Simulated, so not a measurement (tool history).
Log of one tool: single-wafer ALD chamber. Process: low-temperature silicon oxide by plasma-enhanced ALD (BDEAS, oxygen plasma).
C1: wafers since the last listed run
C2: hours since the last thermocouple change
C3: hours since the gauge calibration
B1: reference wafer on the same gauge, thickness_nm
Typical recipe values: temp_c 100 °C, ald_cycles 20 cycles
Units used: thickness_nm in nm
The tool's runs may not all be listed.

{"run": 1, "hour": 0.0, "temp_c": 100, "ald_cycles": 20, "C1": 0, "C2": 2086.7, "C3": 563.4, "B1": 2.971, "thickness_nm": 2.637}
{"run": 2, "hour": 30.4, "temp_c": 100, "ald_cycles": 20, "C1": 436, "C2": 2117.1, "C3": 593.8, "B1": 2.97, "thickness_nm": 2.646}
{"run": 3, "hour": 45.2, "temp_c": 100, "ald_cycles": 20, "C1": 212, "C2": 2131.9, "C3": 608.6, "B1": 2.971, "thickness_nm": 2.643}
{"run": 4, "hour": 64.7, "temp_c": 100, "ald_cycles": 20, "C1": 279, "C2": 2151.4, "C3": 628.1, "B1": 2.972, "thickness_nm": 2.651}
{"run": 5, "hour": 83.8, "temp_c": 100, "ald_cycles": 20, "C1": 274, "C2": 2170.5, "C3": 647.2, "B1": 2.968, "thickness_nm": 2.643}
{"run": 6, "hour": 115.7, "temp_c": 100, "ald_cycles": 20, "C1": 457, "C2": 2202.4, "C3": 679.1, "B1": 2.977, "thickness_nm": 2.64}
{"run": 7, "hour": 143.1, "temp_c": 100, "ald_cycles": 20, "C1": 393, "C2": 2229.8, "C3": 706.5, "B1": 2.973, "thickness_nm": 2.646}
{"run": 8, "hour": 155.6, "temp_c": 100, "ald_cycles": 18, "C1": 179, "C2": 2242.3, "C3": 719.0, "B1": 2.971, "thickness_nm": 2.385}
{"run": 9, "hour": 190.7, "temp_c": 100, "ald_cycles": 18, "C1": 503, "C2": 2277.4, "C3": 754.1, "B1": 2.97, "thickness_nm": 2.383}
{"run": 10, "hour": 214.2, "temp_c": 100, "ald_cycles": 21, "C1": 337, "C2": 2300.9, "C3": 777.6, "B1": 2.973, "thickness_nm": 2.771}
{"run": 11, "hour": 228.7, "temp_c": 100, "ald_cycles": 22, "C1": 208, "C2": 2315.4, "C3": 792.1, "B1": 2.974, "thickness_nm": 2.892}
{"hour": 262.2, "done": "gauge calibrated"}
{"run": 12, "hour": 262.8, "temp_c": 100, "ald_cycles": 20, "C1": 489, "C2": 2349.5, "C3": 0.6, "B1": 2.922, "thickness_nm": 2.587}
{"run": 13, "hour": 287.2, "temp_c": 100, "ald_cycles": 20, "C1": 350, "C2": 2373.9, "C3": 25.0, "B1": 2.926, "thickness_nm": 2.586}
{"run": 14, "hour": 311.7, "temp_c": 100, "ald_cycles": 20, "C1": 351, "C2": 2398.4, "C3": 49.5, "B1": 2.933, "thickness_nm": 2.604}
{"run": 15, "hour": 337.0, "temp_c": 105, "ald_cycles": 20, "C1": 363, "C2": 2423.7, "C3": 74.8, "B1": 2.932, "thickness_nm": 2.576}
{"run": 16, "hour": 358.7, "temp_c": 109, "ald_cycles": 23, "C1": 311, "C2": 2445.4, "C3": 96.5, "B1": 2.937, "thickness_nm": 2.96}
{"run": 17, "hour": 381.5, "temp_c": 100, "ald_cycles": 20, "C1": 327, "C2": 2468.2, "C3": 119.3, "B1": 2.938, "thickness_nm": 2.61}
{"run": 18, "hour": 404.2, "temp_c": 85, "ald_cycles": 20, "C1": 325, "C2": 2490.9, "C3": 142.0, "B1": 2.944, "thickness_nm": 2.763}
{"run": 19, "hour": 431.9, "temp_c": 100, "ald_cycles": 20, "C1": 397, "C2": 2518.6, "C3": 169.7, "B1": 2.945, "thickness_nm": 2.61}
{"hour": 444.4, "done": "thermocouple changed; heater temperature recalibrated"}
{"run": 20, "hour": 463.1, "temp_c": 108, "ald_cycles": 18, "C1": 332, "C2": 18.7, "C3": 200.9, "B1": 2.95, "thickness_nm": 2.315}
{"run": 21, "hour": 517.4, "temp_c": 100, "ald_cycles": 20, "C1": 779, "C2": 73.0, "C3": 255.2, "B1": 2.95, "thickness_nm": 2.61}
{"run": 22, "hour": 536.9, "temp_c": 100, "ald_cycles": 20, "C1": 279, "C2": 92.5, "C3": 274.7, "B1": 2.952, "thickness_nm": 2.627}
{"run": 23, "hour": 549.7, "temp_c": 88, "ald_cycles": 17, "C1": 183, "C2": 105.3, "C3": 287.5, "B1": 2.955, "thickness_nm": 2.326}
{"run": 24, "hour": 570.9, "temp_c": 100, "ald_cycles": 20, "C1": 304, "C2": 126.5, "C3": 308.7, "B1": 2.952, "thickness_nm": 2.632}
{"run": 25, "hour": 595.8, "temp_c": 86, "ald_cycles": 16, "C1": 357, "C2": 151.4, "C3": 333.6, "B1": 2.954, "thickness_nm": 2.206}
{"run": 26, "hour": 631.6, "temp_c": 112, "ald_cycles": 23, "C1": 513, "C2": 187.2, "C3": 369.4, "B1": 2.958, "thickness_nm": 2.95}
{"run": 27, "hour": 657.7, "temp_c": 106, "ald_cycles": 19, "C1": 374, "C2": 213.3, "C3": 395.5, "B1": 2.957, "thickness_nm": 2.474}
{"run": 28, "hour": 676.9, "temp_c": 100, "ald_cycles": 20, "C1": 275, "C2": 232.5, "C3": 414.7, "B1": 2.96, "thickness_nm": 2.621}
{"run": 29, "hour": 692.5, "temp_c": 95, "ald_cycles": 17, "C1": 223, "C2": 248.1, "C3": 430.3, "B1": 2.96, "thickness_nm": 2.272}
{"run": 30, "hour": 714.4, "temp_c": 92, "ald_cycles": 17, "C1": 314, "C2": 270.0, "C3": 452.2, "B1": 2.958, "thickness_nm": 2.302}
{"run": 31, "hour": 737.0, "temp_c": 100, "ald_cycles": 20, "C1": 324, "C2": 292.6, "C3": 474.8, "B1": 2.957, "thickness_nm": 2.633}

Some steps in thickness_nm between neighbouring runs. How much of each would the tool show without its hidden state too (settings, what came in, random variation), and how much is left for the hidden state, with any gauge scatter that isn't in both results?
What the log doesn't record here: wafer temperature above the value expected at the setpoint (K); gauge reads high (%).
Run 9 -> 10: ald_cycles 18 -> 21. thickness_nm +0.388 nm: hidden state +0.006, all else +0.382.
Run 11 -> 12: ald_cycles 22 -> 20, gauge calibrated. thickness_nm -0.305 nm: hidden state -0.048, all else -0.257.
Run 24 -> 25: temp_c 100 -> 86, ald_cycles 20 -> 16. thickness_nm -0.426 nm: hidden state -0.003, all else -0.423.
Run 25 -> 26: temp_c 86 -> 112, ald_cycles 16 -> 23. thickness_nm +0.744 nm: hidden state +0.009, all else +0.735.
Run 26 -> 27: temp_c 112 -> 106, ald_cycles 23 -> 19. thickness_nm -0.476 nm: hidden state -0.004, all else -0.472.
